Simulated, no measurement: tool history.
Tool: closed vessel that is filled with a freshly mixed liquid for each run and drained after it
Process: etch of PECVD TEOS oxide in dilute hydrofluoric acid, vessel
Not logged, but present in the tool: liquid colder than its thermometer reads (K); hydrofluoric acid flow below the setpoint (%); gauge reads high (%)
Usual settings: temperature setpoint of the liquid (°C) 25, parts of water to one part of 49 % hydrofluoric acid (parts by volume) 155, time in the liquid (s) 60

| run | hour | temperature setpoint of the liquid (°C) | parts of water to one part of 49 % hydrofluoric acid (parts by volume) | time in the liquid (s) | wafers since the last listed run | hours since the thermometer was replaced | hours since the hydrofluoric acid flow meter was replaced | hours since the gauge calibration | read-back film thickness of the PECVD TEOS oxide reference wafer, read on the same gauge (nm) | thickness taken off the PECVD TEOS oxide on a monitor wafer (Å) |
|---|---|---|---|---|---|---|---|---|---|---|
| 1 | 0 | 25 | 105 | 75 | 0 | 732 | 341.6 | 69.5 | 49.94 | 182 |
| 2 | 30.7 | 25 | 105 | 75 | 3922 | 762.7 | 372.3 | 100.2 | 49.84 | 183.5 |
| 3 | 75.2 | 25 | 105 | 75 | 5685 | 807.2 | 416.8 | 144.7 | 49.78 | 181.4 |
| 4 | 105.4 | 25 | 155 | 60 | 3858 | 837.4 | 447 | 174.9 | 49.77 | 92.9 |
| 5 | 165.2 | 25 | 155 | 60 | 7639 | 897.2 | 506.8 | 234.7 | 49.61 | 91.9 |
| 6 | 229.6 | 22 | 120 | 60 | 8227 | 961.6 | 571.2 | 299.1 | 49.46 | 110.1 |
| 7 | 253.8 | 25 | 155 | 60 | 3091 | 985.8 | 595.4 | 323.3 | 49.42 | 92.4 |
| 8 | 295.6 | 25 | 155 | 60 | 5340 | 1027.6 | 637.2 | 365.1 | 49.36 | 92.3 |
| 9 | 365.7 | 27.5 | 155 | 60 | 8955 | 1097.7 | 707.3 | 435.2 | 49.25 | 101.1 |
| 10 | 436.5 | 27.5 | 155 | 60 | 9044 | 1168.5 | 778.1 | 506 | 49.12 | 99.6 |
|  | 457.1 | hydrofluoric acid flow meter replaced |
| 11 | 493.8 | 25 | 90 | 60 | 7192 | 1225.8 | 36.7 | 563.3 | 49.01 | 169.3 |
| 12 | 704.5 | 25 | 90 | 60 | 26917 | 1436.5 | 247.4 | 774 | 48.65 | 169.1 |
| 13 | 774.1 | 25 | 90 | 60 | 8891 | 1506.1 | 317 | 843.6 | 48.51 | 168.4 |
| 14 | 812.7 | 25 | 200 | 60 | 4931 | 1544.7 | 355.6 | 882.2 | 48.45 | 66.1 |
|  | 824.3 | thermometer replaced |
| 15 | 854.7 | 25 | 155 | 40 | 5237 | 30.4 | 397.6 | 924.2 | 48.41 | 60 |
| 16 | 906.8 | 25 | 155 | 60 | 6655 | 82.5 | 449.7 | 976.3 | 48.27 | 90 |
| 17 | 960.4 | 25 | 90 | 60 | 6847 | 136.1 | 503.3 | 1029.9 | 48.21 | 167.6 |
|  | 977.6 | gauge calibrated |
| 18 | 1011.5 | 25 | 155 | 40 | 6528 | 187.2 | 554.4 | 33.9 | 49.92 | 61.7 |
| 19 | 1054.7 | 29.5 | 190 | 60 | 5518 | 230.4 | 597.6 | 77.1 | 49.85 | 85.9 |
| 20 | 1092 | 25 | 155 | 35 | 4765 | 267.7 | 634.9 | 114.4 | 49.79 | 53.4 |
| 21 | 1124.1 | 23.5 | 130 | 60 | 4100 | 299.8 | 667 | 146.5 | 49.76 | 106.9 |
| 22 | 1148.5 | 25 | 155 | 60 | 3117 | 324.2 | 691.4 | 170.9 | 49.66 | 91.9 |
| 23 | 1191.4 | 23.5 | 115 | 75 | 5480 | 367.1 | 734.3 | 213.8 | 49.63 | 153.4 |
| 24 | 1259 | 21 | 155 | 30 | 8636 | 434.7 | 801.9 | 281.4 | 49.56 | 39.6 |
|  | 1283.1 | hydrofluoric acid flow meter replaced |
| 25 | 1304.6 | 20.5 | 155 | 60 | 5697 | 480.3 | 21.5 | 327 | 49.45 | 77.4 |
| 26 | 1339.7 | 27 | 105 | 70 | 4484 | 515.4 | 56.6 | 362.1 | 49.36 | 181 |
| 27 | 1393.5 | 25 | 80 | 30 | 6873 | 569.2 | 110.4 | 415.9 | 49.24 | 96.9 |
| 28 | 1440.8 | 23.5 | 120 | 45 | 6042 | 616.5 | 157.7 | 463.2 | 49.19 | 86.6 |
| 29 | 1573.7 | 25 | 85 | 60 | 16978 | 749.4 | 290.6 | 596.1 | 48.93 | 182.1 |
| 30 | 1620.5 | 25 | 100 | 80 | 5978 | 796.2 | 337.4 | 642.9 | 48.9 | 200.9 |
| 31 | 1659.1 | 25 | 155 | 60 | 4931 | 834.8 | 376 | 681.5 | 48.77 | 90 |
| 32 | 1694.2 | 22.5 | 120 | 30 | 4484 | 869.9 | 411.1 | 716.6 | 48.76 | 55.1 |
| 33 | 1761.4 | 23.5 | 155 | 85 | 8585 | 937.1 | 478.3 | 783.8 | 48.63 | 120.3 |
| 34 | 1809.8 | 23.5 | 95 | 45 | 6183 | 985.5 | 526.7 | 832.2 | 48.51 | 111.6 |

For each run, the measured value with the value that run would have given without the tool's hidden condition subtracted. The run-to-run variation is shared by both, the gauge scatter possibly not:
| run | thickness taken off the PECVD TEOS oxide on a monitor wafer (Å) |
|---|---|
| 1 | -0.3 |
| 2 | -0.5 |
| 3 | -0.8 |
| 4 | -0.5 |
| 5 | -0.7 |
| 6 | -1.1 |
| 7 | -1 |
| 8 | -1.2 |
| 9 | -1.5 |
| 10 | -1.8 |
| 11 | -3.4 |
| 12 | -4.8 |
| 13 | -5.1 |
| 14 | -2.1 |
| 15 | -2 |
| 16 | -3.2 |
| 17 | -6.2 |
| 18 | -0.1 |
| 19 | -0.3 |
| 20 | -0.2 |
| 21 | -0.5 |
| 22 | -0.6 |
| 23 | -1.2 |
| 24 | -0.4 |
| 25 | -0.9 |
| 26 | -2.3 |
| 27 | -1.5 |
| 28 | -1.5 |
| 29 | -3.9 |
| 30 | -4.7 |
| 31 | -2.2 |
| 32 | -1.5 |
| 33 | -3.4 |
| 34 | -3.4 |
